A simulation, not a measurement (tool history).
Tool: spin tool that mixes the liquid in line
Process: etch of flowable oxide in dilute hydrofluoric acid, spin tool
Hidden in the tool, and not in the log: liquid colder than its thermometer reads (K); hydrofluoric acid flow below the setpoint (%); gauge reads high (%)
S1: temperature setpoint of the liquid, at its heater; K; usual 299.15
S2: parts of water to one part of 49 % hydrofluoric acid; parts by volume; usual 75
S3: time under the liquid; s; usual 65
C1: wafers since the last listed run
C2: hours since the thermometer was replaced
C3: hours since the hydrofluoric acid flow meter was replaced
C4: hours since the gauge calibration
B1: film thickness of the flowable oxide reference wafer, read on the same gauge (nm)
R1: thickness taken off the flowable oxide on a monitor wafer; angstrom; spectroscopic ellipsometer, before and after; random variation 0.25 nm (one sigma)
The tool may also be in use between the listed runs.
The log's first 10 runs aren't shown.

run,day,S1,S2,S3,C1,C2,C3,C4,B1,R1
11,33.721,299.15,75,100,468,1291.6,117.7,193.9,29.97,651.5
12,45.888,299.15,75,75,2674,1583.6,409.7,485.9,29.99,482
13,48.875,299.15,75,65,656,1655.3,481.4,557.6,30.02,415.6
14,53.217,302.65,60,90,954,1759.5,585.6,661.8,29.99,839.2
# day 54.292: thermometer replaced
15,55.712,295.15,85,45,539,34.1,645.5,721.7,30,211.5
16,57.679,299.15,75,65,432,81.3,692.7,768.9,30.02,404.9
17,61.729,299.15,75,65,890,178.5,789.9,866.1,30.01,407
# day 64.65: hydrofluoric acid flow meter replaced
18,65.45,295.65,60,100,808,267.8,19.2,955.4,29.98,725.4
19,67.642,297.15,75,65,481,320.4,71.8,1008,29.99,388.6

Forecast run 20:
20,71.729,299.15,75,85,898,418.5,169.9,1106.1,?,?

{"run 20": {"B1": 30, "R1": 550.3}}
Without the tool's hidden state the same run would have given R1 559.6 angstrom.
